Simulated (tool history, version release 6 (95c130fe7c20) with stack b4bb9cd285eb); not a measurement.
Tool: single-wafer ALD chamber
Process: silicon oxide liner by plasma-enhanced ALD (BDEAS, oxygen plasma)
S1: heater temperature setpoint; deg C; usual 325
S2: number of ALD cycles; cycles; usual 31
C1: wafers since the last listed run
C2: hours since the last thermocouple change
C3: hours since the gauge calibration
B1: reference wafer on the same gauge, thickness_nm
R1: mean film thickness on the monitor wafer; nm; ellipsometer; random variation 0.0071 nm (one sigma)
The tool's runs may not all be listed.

Run 1, hour 0.0: usual settings but S2 35 cycles; C1 0; C2 1593.5; C3 210.2; B1 2.560. Result: R1 3.184 nm.
Run 2, hour 18.3: usual settings; C1 215; C2 1611.8; C3 228.5; B1 2.560. Result: R1 2.823 nm.
Run 3, hour 31.9: usual settings; C1 160; C2 1625.4; C3 242.1; B1 2.557. Result: R1 2.811 nm.
Run 4, hour 48.6: usual settings; C1 196; C2 1642.1; C3 258.8; B1 2.555. Result: R1 2.812 nm.
At hour 60.0: gauge calibrated.
Run 5, hour 65.5: usual settings; C1 199; C2 1659.0; C3 5.5; B1 2.577. Result: R1 2.829 nm.
Run 6, hour 78.6: usual settings; C1 154; C2 1672.1; C3 18.6; B1 2.575. Result: R1 2.823 nm.
Run 7, hour 114.6: usual settings; C1 424; C2 1708.1; C3 54.6; B1 2.570. Result: R1 2.829 nm.
Run 8, hour 217.0: usual settings; C1 1207; C2 1810.5; C3 157.0; B1 2.562. Result: R1 2.805 nm.
At hour 226.1: thermocouple changed; heater temperature recalibrated.
Run 9, hour 247.3: usual settings; C1 262; C2 21.2; C3 187.3; B1 2.556. Result: R1 2.805 nm.
Run 10, hour 259.5: usual settings; C1 143; C2 33.4; C3 199.5; B1 2.554. Result: R1 2.790 nm.
Run 11, hour 282.0: usual settings but S2 34 cycles; C1 265; C2 55.9; C3 222.0; B1 2.554. Result: R1 3.060 nm.
Run 12, hour 307.1: usual settings but S1 333 deg C, S2 25 cycles; C1 295; C2 81.0; C3 247.1; B1 2.550. Result: R1 2.240 nm.
At hour 327.9: gauge calibrated.
Run 13, hour 333.5: usual settings but S1 334 deg C, S2 27 cycles; C1 311; C2 107.4; C3 5.6; B1 2.577. Result: R1 2.424 nm.
Run 14, hour 347.5: usual settings but S1 335 deg C, S2 28 cycles; C1 165; C2 121.4; C3 19.6; B1 2.572. Result: R1 2.522 nm.
Run 15, hour 376.0: usual settings but S1 318 deg C, S2 37 cycles; C1 336; C2 149.9; C3 48.1; B1 2.574. Result: R1 3.407 nm.
Run 16, hour 401.7: usual settings; C1 303; C2 175.6; C3 73.8; B1 2.572. Result: R1 2.829 nm.
Run 17, hour 424.5: usual settings but S1 332 deg C, S2 35 cycles; C1 268; C2 198.4; C3 96.6; B1 2.567. Result: R1 3.157 nm.
Run 18, hour 437.3: usual settings but S1 318 deg C, S2 37 cycles; C1 150; C2 211.2; C3 109.4; B1 2.567. Result: R1 3.399 nm.
Run 19, hour 466.4: usual settings but S1 340 deg C, S2 34 cycles; C1 343; C2 240.3; C3 138.5; B1 2.565. Result: R1 3.022 nm.
Run 20, hour 491.2: usual settings; C1 292; C2 265.1; C3 163.3; B1 2.559. Result: R1 2.820 nm.

5 ways to go on from here, each from the tool as it stands after run 20. What would each give?
Run A, hour 491.6: usual settings; C1 4; C2 265.5; C3 163.7; B1 ?. Result: R1 ?.
Run B, hour 491.6: usual settings but S2 37 cycles; C1 4; C2 265.5; C3 163.7; B1 ?. Result: R1 ?.
Run C, hour 491.6: usual settings but S1 319 deg C, S2 34 cycles; C1 4; C2 265.5; C3 163.7; B1 ?. Result: R1 ?.
Run D, hour 491.6: usual settings but S1 329 deg C, S2 29 cycles; C1 4; C2 265.5; C3 163.7; B1 ?. Result: R1 ?.
Run E, hour 491.6: usual settings but S1 336 deg C, S2 26 cycles; C1 4; C2 265.5; C3 163.7; B1 ?. Result: R1 ?.

run     B1     R1
  A  2.561  2.819
  B  2.561  3.365
  C  2.561  3.116
  D  2.561  2.624
  E  2.561  2.332
Without the tool's hidden state the same runs would have given:
run     R1
  A  2.841
  B  3.391
  C  3.140
  D  2.645
  E  2.350

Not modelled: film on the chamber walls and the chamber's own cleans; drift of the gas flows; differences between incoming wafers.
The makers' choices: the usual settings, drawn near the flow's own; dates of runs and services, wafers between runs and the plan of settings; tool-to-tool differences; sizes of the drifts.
